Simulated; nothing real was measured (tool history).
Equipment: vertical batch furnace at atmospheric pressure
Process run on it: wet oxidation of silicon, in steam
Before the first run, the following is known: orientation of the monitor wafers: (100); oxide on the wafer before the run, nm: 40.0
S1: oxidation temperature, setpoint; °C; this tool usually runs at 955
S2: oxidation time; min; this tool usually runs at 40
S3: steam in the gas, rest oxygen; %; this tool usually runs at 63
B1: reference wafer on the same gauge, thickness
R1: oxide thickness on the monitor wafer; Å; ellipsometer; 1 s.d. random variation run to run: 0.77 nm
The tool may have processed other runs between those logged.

run,hour,S1,S2,S3,B1,R1
1,0,955,40,63,201.67,1843.5
2,106.5,955,40,63,201.9,1843.6
3,200,955,40,63,202.02,1850.7
4,301.7,955,40,63,202.41,1853.9
5,388.4,955,40,63,202.25,1850
6,458.2,950,40,63,202.73,1780.7
7,523.4,950,40,63,202.36,1768.7
8,614.4,955,27,63,202.66,1424.5
9,709,955,27,63,203.14,1433.5
10,814.7,955,40,57,203.01,1733.7
11,858.4,955,40,57,203.34,1723.2
12,897,955,40,57,203.12,1744
# hour 929.1: gauge calibrated
# hour 980.4: steam generator serviced
13,1001.9,955,51.5,63,197.94,2149.9
14,1090.2,963,40,63,198.24,1956.1
15,1147.3,940,22,63,198.5,1104.2
16,1249.4,955,40,63,199.02,1811.8
17,1339.1,955,33.5,73,199.08,1786.5
18,1430.7,955,40,56,199.26,1692.9
19,1518,955,40,52,199.77,1607.3
20,1602.4,939,22.5,72,199.91,1197.8
21,1688.5,940,40,63,199.85,1606.8
22,1762.1,955,56.5,63,199.64,2306.6
23,1839.1,979,49,56,199.83,2375.1
24,1905,941,40,63,200.09,1612.8
25,1941.3,955,40,63,200.15,1838
26,2047.2,946,21.5,74,200.37,1253.4
27,2155.1,978,26,63,200.56,1681.6
28,2243.7,955,40,63,200.42,1820.1
# hour 2314.3: thermocouples replaced and temperature profile calibrated
29,2314.8,938,40,63,200.98,1591.2
30,2382.3,969,53.5,57,201.07,2352.4
31,2480.1,955,40,63,201.04,1842.2
32,2557.8,955,40,63,201.29,1845.5
33,2661,972,40,57,200.94,1979.2
34,2724.6,955,40,57,201.35,1734.6
35,2802.7,955,40,63,201.78,1848.8
36,2867.4,969,21,75,201.79,1524.2
37,2966,931,20,59,202.33,965.1
# hour 3121.2: steam generator serviced
38,3172.7,955,40,63,202.58,1849.8
39,3230.4,955,40,66,202.63,1907.8

Branching from run 39: 3 alternative next runs. What would each branch give?
A,3234.5,955,40,63,?,?
B,3234.5,939,32.5,60,?,?
C,3234.5,938,24,60,?,?

run,B1,R1
A,202.98,1849.8
B,202.98,1367.9
C,202.98,1129.9
Stripped of hidden state, with their random variation kept, the same runs would have yielded:
run,R1
A,1808.2
B,1337.1
C,1104.5

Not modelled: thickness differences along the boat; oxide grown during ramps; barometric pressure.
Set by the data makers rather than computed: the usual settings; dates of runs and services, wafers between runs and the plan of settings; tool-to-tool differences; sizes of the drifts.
